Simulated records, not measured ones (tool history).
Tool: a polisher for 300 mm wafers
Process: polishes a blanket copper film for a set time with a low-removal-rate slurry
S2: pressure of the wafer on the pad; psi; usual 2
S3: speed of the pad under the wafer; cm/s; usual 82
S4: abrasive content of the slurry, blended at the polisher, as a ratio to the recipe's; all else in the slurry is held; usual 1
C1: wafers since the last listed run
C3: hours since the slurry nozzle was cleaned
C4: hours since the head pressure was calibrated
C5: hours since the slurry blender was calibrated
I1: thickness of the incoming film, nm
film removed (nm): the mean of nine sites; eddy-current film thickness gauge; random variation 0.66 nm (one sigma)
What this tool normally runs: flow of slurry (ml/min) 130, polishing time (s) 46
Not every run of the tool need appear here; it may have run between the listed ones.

run 1 hour=0 | flow_of_slurry_(ml/min)=130 S2=2 S3=82 S4=1 polishing_time_(s)=46 | C1=0 wafers_polished_on_this_pad=2089 C3=256.8 C4=83.4 C5=42.8 | I1=1016.9 | film_removed_(nm)=70.9
-- hour=12.7 slurry nozzle cleaned
-- hour=13.9 worn pad replaced by a new one
run 2 hour=36 | flow_of_slurry_(ml/min)=130 S2=2 S3=82 S4=1 polishing_time_(s)=46 | C1=380 wafers_polished_on_this_pad=248 C3=23.3 C4=119.4 C5=78.8 | I1=992.5 | film_removed_(nm)=76
run 3 hour=56.5 | flow_of_slurry_(ml/min)=130 S2=2 S3=82 S4=1 polishing_time_(s)=46 | C1=230 wafers_polished_on_this_pad=479 C3=43.8 C4=139.9 C5=99.3 | I1=1016.6 | film_removed_(nm)=74.5
run 4 hour=69.2 | flow_of_slurry_(ml/min)=130 S2=2 S3=82 S4=1 polishing_time_(s)=49 | C1=143 wafers_polished_on_this_pad=622 C3=56.5 C4=152.6 C5=112 | I1=1001.8 | film_removed_(nm)=78
run 5 hour=89.7 | flow_of_slurry_(ml/min)=130 S2=2 S3=82 S4=1 polishing_time_(s)=49 | C1=230 wafers_polished_on_this_pad=853 C3=77 C4=173.1 C5=132.5 | I1=1008 | film_removed_(nm)=77.1
run 6 hour=109 | flow_of_slurry_(ml/min)=130 S2=2 S3=82 S4=1 polishing_time_(s)=49 | C1=217 wafers_polished_on_this_pad=1070 C3=96.3 C4=192.4 C5=151.8 | I1=995.9 | film_removed_(nm)=75.8
run 7 hour=131.4 | flow_of_slurry_(ml/min)=130 S2=2 S3=82 S4=1 polishing_time_(s)=46 | C1=252 wafers_polished_on_this_pad=1322 C3=118.7 C4=214.8 C5=174.2 | I1=998.6 | film_removed_(nm)=70.9
run 8 hour=161.7 | flow_of_slurry_(ml/min)=130 S2=2 S3=82 S4=0.8 polishing_time_(s)=46 | C1=341 wafers_polished_on_this_pad=1663 C3=149 C4=245.1 C5=204.5 | I1=990.3 | film_removed_(nm)=65.3
run 9 hour=191.6 | flow_of_slurry_(ml/min)=130 S2=2 S3=82 S4=0.8 polishing_time_(s)=46 | C1=336 wafers_polished_on_this_pad=2000 C3=178.9 C4=275 C5=234.4 | I1=1017.7 | film_removed_(nm)=64.5
-- hour=200.8 worn pad replaced by a new one
run 10 hour=213.8 | flow_of_slurry_(ml/min)=130 S2=2 S3=82 S4=0.8 polishing_time_(s)=46 | C1=204 wafers_polished_on_this_pad=146 C3=201.1 C4=297.2 C5=256.6 | I1=993.1 | film_removed_(nm)=67.9
-- hour=296.2 head pressure recalibrated
-- hour=298.3 slurry nozzle cleaned
run 11 hour=315.2 | flow_of_slurry_(ml/min)=130 S2=2 S3=82 S4=1 polishing_time_(s)=46 | C1=1108 wafers_polished_on_this_pad=1254 C3=16.9 C4=19 C5=358 | I1=1000.8 | film_removed_(nm)=69.5
run 12 hour=342.8 | flow_of_slurry_(ml/min)=130 S2=2 S3=82 S4=1 polishing_time_(s)=46 | C1=310 wafers_polished_on_this_pad=1565 C3=44.5 C4=46.6 C5=385.6 | I1=1005.1 | film_removed_(nm)=68
-- hour=383.9 worn pad replaced by a new one
-- hour=439.5 slurry blender recalibrated
run 13 hour=440 | flow_of_slurry_(ml/min)=95 S2=2 S3=82 S4=1 polishing_time_(s)=46 | C1=1026 wafers_polished_on_this_pad=609 C3=141.7 C4=143.8 C5=0.5 | I1=989.5 | film_removed_(nm)=72.9
run 14 hour=456.2 | flow_of_slurry_(ml/min)=130 S2=2 S3=82 S4=1 polishing_time_(s)=46 | C1=182 wafers_polished_on_this_pad=792 C3=157.9 C4=160 C5=16.7 | I1=1003.7 | film_removed_(nm)=77.4
run 15 hour=489 | flow_of_slurry_(ml/min)=145 S2=2 S3=90 S4=0.75 polishing_time_(s)=57 | C1=369 wafers_polished_on_this_pad=1161 C3=190.7 C4=192.8 C5=49.5 | I1=1003.7 | film_removed_(nm)=97.9
run 16 hour=517.5 | flow_of_slurry_(ml/min)=130 S2=1.8 S3=82 S4=1 polishing_time_(s)=34 | C1=320 wafers_polished_on_this_pad=1482 C3=219.2 C4=221.3 C5=78 | I1=1004.4 | film_removed_(nm)=48.1
run 17 hour=538.7 | flow_of_slurry_(ml/min)=130 S2=2 S3=82 S4=1 polishing_time_(s)=46 | C1=238 wafers_polished_on_this_pad=1721 C3=240.4 C4=242.5 C5=99.2 | I1=983.6 | film_removed_(nm)=71.4
-- hour=585 slurry nozzle cleaned
-- hour=610.9 worn pad replaced by a new one
run 18 hour=624.3 | flow_of_slurry_(ml/min)=130 S2=2.4 S3=70 S4=0.75 polishing_time_(s)=55 | C1=907 wafers_polished_on_this_pad=150 C3=39.3 C4=328.1 C5=184.8 | I1=996.1 | film_removed_(nm)=83.8
run 19 hour=643.5 | flow_of_slurry_(ml/min)=100 S2=1.5 S3=56 S4=0.85 polishing_time_(s)=46 | C1=216 wafers_polished_on_this_pad=366 C3=58.5 C4=347.3 C5=204 | I1=1007.3 | film_removed_(nm)=34.1
run 20 hour=658.1 | flow_of_slurry_(ml/min)=130 S2=2 S3=102 S4=1 polishing_time_(s)=58 | C1=164 wafers_polished_on_this_pad=530 C3=73.1 C4=361.9 C5=218.6 | I1=999.2 | film_removed_(nm)=114.1
run 21 hour=672.2 | flow_of_slurry_(ml/min)=130 S2=2 S3=82 S4=1 polishing_time_(s)=46 | C1=158 wafers_polished_on_this_pad=689 C3=87.2 C4=376 C5=232.7 | I1=1000.1 | film_removed_(nm)=72.1
-- hour=679.4 head pressure recalibrated
run 22 hour=704.7 | flow_of_slurry_(ml/min)=130 S2=2 S3=82 S4=1 polishing_time_(s)=46 | C1=343 wafers_polished_on_this_pad=1033 C3=119.7 C4=25.3 C5=265.2 | I1=996.6 | film_removed_(nm)=70.7
run 23 hour=740.6 | flow_of_slurry_(ml/min)=130 S2=2 S3=82 S4=1 polishing_time_(s)=46 | C1=404 wafers_polished_on_this_pad=1437 C3=155.6 C4=61.2 C5=301.1 | I1=987.6 | film_removed_(nm)=69.8
run 24 hour=769.9 | flow_of_slurry_(ml/min)=85 S2=2 S3=82 S4=1 polishing_time_(s)=46 | C1=329 wafers_polished_on_this_pad=1767 C3=184.9 C4=90.5 C5=330.4 | I1=1001 | film_removed_(nm)=61.3

Run 25 has not been measured yet. What should we expect?
run 25 hour=794.7 | flow_of_slurry_(ml/min)=130 S2=2 S3=82 S4=1 polishing_time_(s)=46 | C1=279 wafers_polished_on_this_pad=2046 C3=209.7 C4=115.3 C5=355.2 | I1=992 | film_removed_(nm)=?

For run 25 the tool returned film removed (nm) 67.2.
With the hidden condition absent and the run-to-run variation left alone, this run would have shown film removed (nm) 79.6.

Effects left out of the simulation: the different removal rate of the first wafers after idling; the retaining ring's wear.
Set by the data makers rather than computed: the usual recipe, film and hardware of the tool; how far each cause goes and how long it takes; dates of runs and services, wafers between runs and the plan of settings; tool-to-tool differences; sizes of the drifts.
